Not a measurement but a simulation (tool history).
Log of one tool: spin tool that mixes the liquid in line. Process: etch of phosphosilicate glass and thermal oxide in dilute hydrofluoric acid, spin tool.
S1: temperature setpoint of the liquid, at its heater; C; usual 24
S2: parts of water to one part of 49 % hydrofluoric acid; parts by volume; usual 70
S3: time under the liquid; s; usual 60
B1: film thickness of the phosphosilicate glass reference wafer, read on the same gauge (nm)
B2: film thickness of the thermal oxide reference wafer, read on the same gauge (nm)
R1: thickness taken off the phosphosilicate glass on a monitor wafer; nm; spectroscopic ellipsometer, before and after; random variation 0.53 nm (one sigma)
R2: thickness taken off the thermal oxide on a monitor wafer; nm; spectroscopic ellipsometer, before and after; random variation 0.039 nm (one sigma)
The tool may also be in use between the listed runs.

Run 1, hour 0: usual settings but S2 80 parts by volume; B1 29.99; B2 49.98. Result: R1 42.19 nm, R2 3.177 nm.
Run 2, hour 101.5: usual settings but S1 25.5 C; B1 29.98; B2 49.996. Result: R1 52.09 nm, R2 3.902 nm.
Run 3, hour 352.2: usual settings but S2 85 parts by volume; B1 29.97; B2 49.994. Result: R1 38.3 nm, R2 2.906 nm.
At hour 553.1: gauge calibrated.
Run 4, hour 644.6: usual settings but S2 85 parts by volume; B1 30.02; B2 50.038. Result: R1 38.46 nm, R2 2.792 nm.
Run 5, hour 750.8: usual settings but S1 22.5 C; B1 30.01; B2 49.982. Result: R1 44.58 nm, R2 3.309 nm.
At hour 753.9: hydrofluoric acid flow meter replaced.
Run 6, hour 810.8: usual settings but S1 22.5 C; B1 30; B2 50.035. Result: R1 47.38 nm, R2 3.437 nm.
Run 7, hour 869.8: usual settings; B1 30; B2 50.003. Result: R1 51.11 nm, R2 3.673 nm.
Run 8, hour 922.1: usual settings; B1 29.99; B2 50.003. Result: R1 50.99 nm, R2 3.668 nm.
Run 9, hour 1005.8: usual settings but S1 19.5 C; B1 30.03; B2 49.994. Result: R1 41.41 nm, R2 3.064 nm.
Run 10, hour 1100.1: usual settings but S1 25.5 C, S2 35 parts by volume, S3 35 s; B1 29.99; B2 49.963. Result: R1 65.88 nm, R2 4.798 nm.
Run 11, hour 1207.8: usual settings; B1 30; B2 50.015. Result: R1 49.15 nm, R2 3.625 nm.
Run 12, hour 1258.1: usual settings; B1 30; B2 49.987. Result: R1 48.83 nm, R2 3.61 nm.
Run 13, hour 1346.9: usual settings but S2 60 parts by volume, S3 90 s; B1 29.99; B2 49.98. Result: R1 85.34 nm, R2 6.276 nm.
Run 14, hour 1438.9: usual settings but S1 26 C, S2 85 parts by volume; B1 30; B2 50.003. Result: R1 42.55 nm, R2 3.144 nm.
Run 15, hour 1488.1: usual settings but S2 55 parts by volume, S3 40 s; B1 30.02; B2 50.051. Result: R1 42.09 nm, R2 3.131 nm.
At hour 1522.6: thermometer replaced.
Run 16, hour 1572.1: usual settings but S2 95 parts by volume, S3 95 s; B1 29.98; B2 50.006. Result: R1 58.46 nm, R2 4.269 nm.
Run 17, hour 1652.8: usual settings; B1 29.98; B2 49.988. Result: R1 51.84 nm, R2 3.806 nm.
Run 18, hour 1715: usual settings but S1 22.5 C, S2 50 parts by volume, S3 70 s; B1 30.02; B2 49.981. Result: R1 81.89 nm, R2 6.037 nm.
Run 19, hour 1804.9: usual settings but S1 19.5 C; B1 30.02; B2 50.014. Result: R1 42.44 nm, R2 3.134 nm.
Run 20, hour 1867.4: usual settings but S1 26.5 C, S2 80 parts by volume; B1 29.97; B2 50.01. Result: R1 48.59 nm, R2 3.546 nm.
Run 21, hour 1933.1: usual settings but S1 20 C, S2 105 parts by volume, S3 95 s; B1 29.98; B2 50.021. Result: R1 43.25 nm, R2 3.173 nm.
Run 22, hour 2005.6: usual settings but S3 70 s; B1 30.03; B2 50.015. Result: R1 58.26 nm, R2 4.371 nm.
Run 23, hour 2103.6: usual settings but S1 21.5 C, S2 95 parts by volume; B1 30.02; B2 50.023. Result: R1 32.22 nm, R2 2.398 nm.
Run 24, hour 2183.5: usual settings but S1 19 C, S2 60 parts by volume, S3 35 s; B1 30; B2 50.036. Result: R1 27.67 nm, R2 2.05 nm.
Run 25, hour 2236.3: usual settings but S1 28.5 C, S2 55 parts by volume, S3 45 s; B1 30.02; B2 50.014. Result: R1 58.47 nm, R2 4.236 nm.
Run 26, hour 2329.5: usual settings but S1 28 C, S2 35 parts by volume, S3 35 s; B1 29.95; B2 50.003. Result: R1 70.95 nm, R2 5.244 nm.
Run 27, hour 2375: usual settings but S2 50 parts by volume; B1 29.99; B2 50.015. Result: R1 70.81 nm, R2 5.205 nm.

Forecast each of these 3 alternatives for the next run:
Run A, hour 2375.4: usual settings; B1 ?; B2 ?. Result: R1 ?, R2 ?.
Run B, hour 2375.4: usual settings but S1 26.5 C, S2 35 parts by volume, S3 35 s; B1 ?; B2 ?. Result: R1 ?, R2 ?.
Run C, hour 2375.4: usual settings but S1 20.5 C, S3 70 s; B1 ?; B2 ?. Result: R1 ?, R2 ?.

run     B1      B2     R1     R2
  A  29.97  49.957  49.34  3.582
  B  29.97  49.957  66.97  4.862
  C  29.97  49.957  49.83  3.618
Without the tool's hidden state the same runs would have given:
run     R1     R2
  A  53.56  3.888
  B  72.55  5.267
  C  54.11  3.929

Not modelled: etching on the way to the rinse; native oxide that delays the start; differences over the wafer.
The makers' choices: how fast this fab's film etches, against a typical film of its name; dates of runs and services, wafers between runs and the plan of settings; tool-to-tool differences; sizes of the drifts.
